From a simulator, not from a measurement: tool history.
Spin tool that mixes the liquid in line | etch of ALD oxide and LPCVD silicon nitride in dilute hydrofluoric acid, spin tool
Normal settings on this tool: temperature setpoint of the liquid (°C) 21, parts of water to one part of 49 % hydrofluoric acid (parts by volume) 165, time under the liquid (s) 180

| run | hour | temperature setpoint of the liquid (°C) | parts of water to one part of 49 % hydrofluoric acid (parts by volume) | time under the liquid (s) | wafers since the last listed run | hours since the thermometer was replaced | hours since the hydrofluoric acid flow meter was replaced | hours since the gauge calibration | read-back film thickness of the ALD oxide reference wafer, read on the same gauge (nm) | read-back film thickness of the LPCVD silicon nitride reference wafer, read on the same gauge (nm) | thickness taken off the ALD oxide on a monitor wafer (nm) | thickness taken off the LPCVD silicon nitride on a monitor wafer (nm) |
|---|---|---|---|---|---|---|---|---|---|---|---|---|
| 1 | 0 | 21 | 125 | 180 | 0 | 386 | 505.7 | 715.5 | 90.04 | 110.023 | 19.53 | 0.499 |
| 2 | 61.4 | 21 | 105 | 180 | 447 | 447.4 | 567.1 | 776.9 | 89.97 | 110.025 | 23.84 | 0.7 |
| 3 | 119.7 | 21 | 165 | 100 | 425 | 505.7 | 625.4 | 835.2 | 89.97 | 109.983 | 7.76 | 0.232 |
| 4 | 182.6 | 21 | 165 | 100 | 458 | 568.6 | 688.3 | 898.1 | 90.03 | 109.998 | 7.88 | 0.231 |
| 5 | 258.3 | 23.5 | 165 | 180 | 552 | 644.3 | 764 | 973.8 | 90.01 | 110.045 | 15.63 | 0.466 |
| 6 | 489.1 | 23.5 | 165 | 180 | 1683 | 875.1 | 994.8 | 1204.6 | 89.99 | 109.984 | 15.6 | 0.511 |
| 7 | 596.8 | 21 | 165 | 180 | 785 | 982.8 | 1102.5 | 1312.3 | 90 | 110.012 | 13.96 | 0.476 |
| 8 | 659.4 | 21 | 165 | 180 | 456 | 1045.4 | 1165.1 | 1374.9 | 90.02 | 110.006 | 14.08 | 0.463 |
|  | 668.8 | gauge calibrated |
| 9 | 752.2 | 21 | 205 | 150 | 676 | 1138.2 | 1257.9 | 83.4 | 89.98 | 109.982 | 9.08 | 0.284 |
| 10 | 823.9 | 21 | 85 | 80 | 523 | 1209.9 | 1329.6 | 155.1 | 89.96 | 110.013 | 13.22 | 0.34 |
|  | 904.8 | thermometer replaced |
|  | 907.2 | hydrofluoric acid flow meter replaced |
| 11 | 913.5 | 17 | 165 | 240 | 639 | 8.7 | 6.3 | 244.7 | 90.02 | 109.964 | 16.15 | 0.366 |
| 12 | 1021.3 | 24 | 215 | 270 | 786 | 116.5 | 114.1 | 352.5 | 89.99 | 109.977 | 17.11 | 0.668 |
| 13 | 1102.4 | 21 | 165 | 180 | 591 | 197.6 | 195.2 | 433.6 | 89.97 | 110.009 | 14 | 0.497 |
| 14 | 1187.8 | 18.5 | 120 | 270 | 622 | 283 | 280.6 | 519 | 90.01 | 109.988 | 27.65 | 0.674 |
| 15 | 1237.1 | 21 | 165 | 180 | 359 | 332.3 | 329.9 | 568.3 | 89.97 | 110.021 | 13.97 | 0.406 |
| 16 | 1302.1 | 24.5 | 235 | 145 | 474 | 397.3 | 394.9 | 633.3 | 90 | 110.035 | 8.43 | 0.313 |
| 17 | 1374 | 19 | 230 | 115 | 524 | 469.2 | 466.8 | 705.2 | 89.97 | 110.004 | 5.55 | 0.196 |

Predict each of these 5 candidate next runs independently; none follows another, all start after run 17:
| A | 1374.5 | 21 | 165 | 180 | 3 | 469.7 | 467.3 | 705.7 | ? | ? | ? | ? |
| B | 1374.5 | 19.5 | 140 | 180 | 3 | 469.7 | 467.3 | 705.7 | ? | ? | ? | ? |
| C | 1374.5 | 25.5 | 95 | 75 | 3 | 469.7 | 467.3 | 705.7 | ? | ? | ? | ? |
| D | 1374.5 | 17 | 165 | 250 | 3 | 469.7 | 467.3 | 705.7 | ? | ? | ? | ? |
| E | 1374.5 | 25 | 165 | 230 | 3 | 469.7 | 467.3 | 705.7 | ? | ? | ? | ? |

| run | read-back film thickness of the ALD oxide reference wafer, read on the same gauge (nm) | read-back film thickness of the LPCVD silicon nitride reference wafer, read on the same gauge (nm) | thickness taken off the ALD oxide on a monitor wafer (nm) | thickness taken off the LPCVD silicon nitride on a monitor wafer (nm) |
|---|---|---|---|---|
| A | 90.01 | 109.984 | 14.1 | 0.407 |
| B | 90.01 | 109.984 | 16.07 | 0.433 |
| C | 90.01 | 109.984 | 13.19 | 0.393 |
| D | 90.01 | 109.984 | 16.7 | 0.433 |
| E | 90.01 | 109.984 | 20.99 | 0.674 |
The same runs, with their run-to-run variation unchanged, on a tool lacking any hidden condition would have given:
| run | thickness taken off the ALD oxide on a monitor wafer (nm) | thickness taken off the LPCVD silicon nitride on a monitor wafer (nm) |
|---|---|---|
| A | 14.1 | 0.407 |
| B | 16.07 | 0.433 |
| C | 13.19 | 0.393 |
| D | 16.7 | 0.433 |
| E | 20.99 | 0.674 |
